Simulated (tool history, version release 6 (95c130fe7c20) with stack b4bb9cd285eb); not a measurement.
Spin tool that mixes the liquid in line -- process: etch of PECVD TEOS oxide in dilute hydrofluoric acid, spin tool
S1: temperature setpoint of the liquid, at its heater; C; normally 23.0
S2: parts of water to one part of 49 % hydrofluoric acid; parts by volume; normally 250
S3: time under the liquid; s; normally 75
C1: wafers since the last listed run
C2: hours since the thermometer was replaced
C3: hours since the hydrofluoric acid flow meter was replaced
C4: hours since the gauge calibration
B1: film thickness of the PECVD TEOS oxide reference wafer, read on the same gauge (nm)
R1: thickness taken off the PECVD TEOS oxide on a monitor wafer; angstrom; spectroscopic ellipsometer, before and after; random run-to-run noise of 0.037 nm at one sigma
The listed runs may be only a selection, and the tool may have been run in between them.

| run | hour | S1 | S2 | S3 | C1 | C2 | C3 | C4 | B1 | R1 |
|---|---|---|---|---|---|---|---|---|---|---|
| 1 | 0.0 | 23.0 | 250 | 75 | 0 | 1234.0 | 1014.6 | 132.0 | 39.98 | 55.2 |
| 2 | 55.0 | 23.0 | 250 | 75 | 638 | 1289.0 | 1069.6 | 187.0 | 40.00 | 55.5 |
| 3 | 106.4 | 23.0 | 250 | 75 | 596 | 1340.4 | 1121.0 | 238.4 | 40.01 | 55.5 |
| 4 | 157.7 | 23.0 | 325 | 75 | 595 | 1391.7 | 1172.3 | 289.7 | 40.02 | 39.4 |
| 5 | 211.3 | 23.0 | 325 | 75 | 622 | 1445.3 | 1225.9 | 343.3 | 40.00 | 39.8 |
| 6 | 268.4 | 23.0 | 325 | 75 | 662 | 1502.4 | 1283.0 | 400.4 | 40.00 | 40.1 |
| 7 | 325.3 | 25.5 | 250 | 75 | 660 | 1559.3 | 1339.9 | 457.3 | 39.99 | 61.1 |
|  | 339.7 | thermometer replaced |
| 8 | 389.7 | 23.0 | 210 | 75 | 735 | 50.0 | 1404.3 | 521.7 | 40.01 | 67.1 |
|  | 390.9 | hydrofluoric acid flow meter replaced |
| 9 | 420.6 | 23.0 | 190 | 105 | 347 | 80.9 | 29.7 | 552.6 | 40.01 | 104.5 |
| 10 | 468.5 | 27.0 | 130 | 35 | 555 | 128.8 | 77.6 | 600.5 | 40.00 | 64.6 |

Run 11 is up next; what results do you expect?
|  | 543.3 | gauge calibrated |
| 11 | 682.0 | 23.0 | 210 | 75 | 2478 | 342.3 | 291.1 | 138.7 | ? | ? |

Run 11 came out at B1 40.00, R1 67.1 angstrom.
Without the tool's hidden state the same run would have given R1 64.9 angstrom.
